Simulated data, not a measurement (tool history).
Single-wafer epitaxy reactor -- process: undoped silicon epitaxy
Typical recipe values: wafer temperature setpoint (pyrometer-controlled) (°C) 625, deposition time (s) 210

run,hour,wafer temperature setpoint (pyrometer-controlled) (°C),deposition time (s),wafers since the last listed run,hours since the last pyrometer calibration,hours since the gauge calibration,"read-back reference wafer on the same gauge, thickness_nm",mean film thickness on the monitor wafer (nm)
1,0,625,210,0,1210.1,342.4,17.7,22.787
2,26.2,625,210,173,1236.3,368.6,17.709,23.1
3,46.5,625,210,134,1256.6,388.9,17.7,22.643
4,76.7,625,210,199,1286.8,419.1,17.703,22.967
5,104.6,630,222,184,1314.7,447,17.697,27.354
6,139.1,630,222,228,1349.2,481.5,17.701,27.169
7,174.9,625,210,237,1385,517.3,17.661,23.013
8,195.5,625,210,136,1405.6,537.9,17.679,23.019
9,229.9,625,210,227,1440,572.3,17.698,23.198
# hour 238.4: pyrometer calibrated
10,254.6,625,210,110,16.2,597,17.708,21.409
11,278,625,210,154,39.6,620.4,17.67,21.273
# hour 282.6: gauge calibrated
12,304.4,639,181,174,66,21.8,17.68,25.269
13,335.7,611,210,207,97.3,53.1,17.682,15.23
14,369,619,190,220,130.6,86.4,17.71,16.768
15,393.8,625,210,164,155.4,111.2,17.694,21.362
16,411.5,621,242,117,173.1,128.9,17.721,22.278
17,441.2,625,210,196,202.8,158.6,17.725,21.24
18,461.1,615,230,131,222.7,178.5,17.693,18.414
19,491.2,621,247,199,252.8,208.6,17.678,22.769
20,520.2,612,189,192,281.8,237.6,17.701,14.095
21,536.1,612,192,105,297.7,253.5,17.699,14.364
22,572.1,617,245,238,333.7,289.5,17.682,20.779

Forecast each of these 3 alternatives for the next run:
A,572.6,636,210,3,334.2,290,?,?
B,572.6,629,243,3,334.2,290,?,?
C,572.6,613,189,3,334.2,290,?,?

run,"read-back reference wafer on the same gauge, thickness_nm",mean film thickness on the monitor wafer (nm)
A,17.69,27.634
B,17.69,27.232
C,17.69,14.532
With no hidden state in the tool, these same runs would have given:
run,mean film thickness on the monitor wafer (nm)
A,27.693
B,27.291
C,14.564

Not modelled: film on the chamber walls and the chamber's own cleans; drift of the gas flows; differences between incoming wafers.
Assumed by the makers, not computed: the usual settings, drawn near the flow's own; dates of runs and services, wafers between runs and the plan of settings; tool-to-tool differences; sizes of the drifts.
